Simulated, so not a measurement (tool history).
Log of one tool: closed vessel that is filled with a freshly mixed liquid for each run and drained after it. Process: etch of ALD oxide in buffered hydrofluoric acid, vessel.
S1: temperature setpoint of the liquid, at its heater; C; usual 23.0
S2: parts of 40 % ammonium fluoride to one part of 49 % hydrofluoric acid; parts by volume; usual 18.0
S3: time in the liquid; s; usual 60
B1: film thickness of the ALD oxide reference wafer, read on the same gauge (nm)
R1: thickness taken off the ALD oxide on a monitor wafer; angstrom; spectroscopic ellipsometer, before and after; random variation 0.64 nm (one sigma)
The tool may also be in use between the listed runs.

{"run": 1, "hour": 0.0, "S1": 23.0, "S2": 18.0, "S3": 60, "B1": 30.01, "R1": 845.5}
{"run": 2, "hour": 241.2, "S1": 23.0, "S2": 18.0, "S3": 60, "B1": 29.99, "R1": 807.6}
{"run": 3, "hour": 335.2, "S1": 23.0, "S2": 18.0, "S3": 60, "B1": 30.0, "R1": 812.7}
{"run": 4, "hour": 415.7, "S1": 23.0, "S2": 18.0, "S3": 60, "B1": 29.98, "R1": 802.5}
{"hour": 464.1, "done": "thermometer replaced"}
{"run": 5, "hour": 495.8, "S1": 24.5, "S2": 18.0, "S3": 60, "B1": 30.0, "R1": 943.0}
{"run": 6, "hour": 539.8, "S1": 24.5, "S2": 18.0, "S3": 60, "B1": 29.98, "R1": 946.0}
{"run": 7, "hour": 608.9, "S1": 24.5, "S2": 18.0, "S3": 60, "B1": 30.01, "R1": 923.4}
{"run": 8, "hour": 664.6, "S1": 23.0, "S2": 18.0, "S3": 60, "B1": 30.01, "R1": 848.8}
{"run": 9, "hour": 750.2, "S1": 23.0, "S2": 18.0, "S3": 60, "B1": 30.01, "R1": 849.5}
{"run": 10, "hour": 792.4, "S1": 23.0, "S2": 18.0, "S3": 60, "B1": 30.01, "R1": 838.2}
{"run": 11, "hour": 861.7, "S1": 23.0, "S2": 18.0, "S3": 60, "B1": 29.99, "R1": 836.1}
{"run": 12, "hour": 953.3, "S1": 23.0, "S2": 21.5, "S3": 85, "B1": 30.03, "R1": 1000.7}
{"run": 13, "hour": 1035.3, "S1": 23.0, "S2": 18.0, "S3": 60, "B1": 29.98, "R1": 819.6}
{"run": 14, "hour": 1106.6, "S1": 19.0, "S2": 14.5, "S3": 60, "B1": 30.02, "R1": 805.4}
{"run": 15, "hour": 1211.6, "S1": 23.0, "S2": 18.0, "S3": 40, "B1": 29.99, "R1": 530.9}
{"hour": 1239.9, "done": "thermometer replaced"}
{"run": 16, "hour": 1288.4, "S1": 23.0, "S2": 18.0, "S3": 45, "B1": 30.0, "R1": 637.9}
{"run": 17, "hour": 1375.8, "S1": 23.0, "S2": 14.5, "S3": 30, "B1": 30.0, "R1": 519.0}
{"run": 18, "hour": 1435.3, "S1": 18.5, "S2": 14.0, "S3": 70, "B1": 30.02, "R1": 987.8}
{"run": 19, "hour": 1530.7, "S1": 23.0, "S2": 18.0, "S3": 75, "B1": 30.01, "R1": 1027.0}
{"run": 20, "hour": 1599.4, "S1": 23.0, "S2": 18.0, "S3": 60, "B1": 30.0, "R1": 820.5}
{"run": 21, "hour": 1704.2, "S1": 18.0, "S2": 18.0, "S3": 60, "B1": 30.02, "R1": 611.2}
{"run": 22, "hour": 1811.6, "S1": 26.5, "S2": 12.5, "S3": 50, "B1": 30.01, "R1": 1155.4}
{"hour": 1845.7, "done": "hydrofluoric acid flow meter replaced"}
{"run": 23, "hour": 1855.5, "S1": 21.5, "S2": 18.0, "S3": 50, "B1": 29.98, "R1": 634.4}
{"run": 24, "hour": 1893.7, "S1": 23.0, "S2": 18.0, "S3": 45, "B1": 30.03, "R1": 623.2}
{"run": 25, "hour": 1969.6, "S1": 21.5, "S2": 23.0, "S3": 95, "B1": 29.99, "R1": 957.5}
{"hour": 1994.3, "done": "gauge calibrated"}
{"hour": 2001.1, "done": "thermometer replaced"}
{"run": 26, "hour": 2011.6, "S1": 23.0, "S2": 18.0, "S3": 60, "B1": 29.97, "R1": 902.1}
{"run": 27, "hour": 2100.2, "S1": 25.0, "S2": 18.0, "S3": 40, "B1": 29.99, "R1": 656.6}
{"run": 28, "hour": 2171.4, "S1": 20.5, "S2": 14.0, "S3": 80, "B1": 29.99, "R1": 1283.7}
{"run": 29, "hour": 2213.8, "S1": 23.0, "S2": 13.5, "S3": 40, "B1": 30.0, "R1": 764.8}
{"run": 30, "hour": 2277.0, "S1": 23.0, "S2": 18.0, "S3": 60, "B1": 30.02, "R1": 876.2}
{"run": 31, "hour": 2467.9, "S1": 23.0, "S2": 18.0, "S3": 30, "B1": 29.98, "R1": 419.8}
{"run": 32, "hour": 2714.0, "S1": 25.0, "S2": 20.5, "S3": 50, "B1": 29.99, "R1": 667.5}
{"run": 33, "hour": 2770.7, "S1": 18.5, "S2": 16.0, "S3": 90, "B1": 30.02, "R1": 1062.5}

5 ways to go on from here, each from the tool as it stands after run 33. What would each give?
{"run": "A", "hour": 2771.4, "S1": 23.0, "S2": 18.0, "S3": 60, "B1": "?", "R1": "?"}
{"run": "B", "hour": 2771.4, "S1": 27.5, "S2": 14.5, "S3": 85, "B1": "?", "R1": "?"}
{"run": "C", "hour": 2771.4, "S1": 27.0, "S2": 13.5, "S3": 60, "B1": "?", "R1": "?"}
{"run": "D", "hour": 2771.4, "S1": 19.0, "S2": 24.0, "S3": 45, "B1": "?", "R1": "?"}
{"run": "E", "hour": 2771.4, "S1": 23.0, "S2": 22.0, "S3": 35, "B1": "?", "R1": "?"}

run=A B1=29.99 R1=811.4
run=B B1=29.99 R1=1819.7
run=C B1=29.99 R1=1341.1
run=D B1=29.99 R1=387.4
run=E B1=29.99 R1=401.1
Without the tool's hidden state the same runs would have given:
run=A R1=899.6
run=B R1=2011.9
run=C R1=1483.0
run=D R1=428.9
run=E R1=442.9
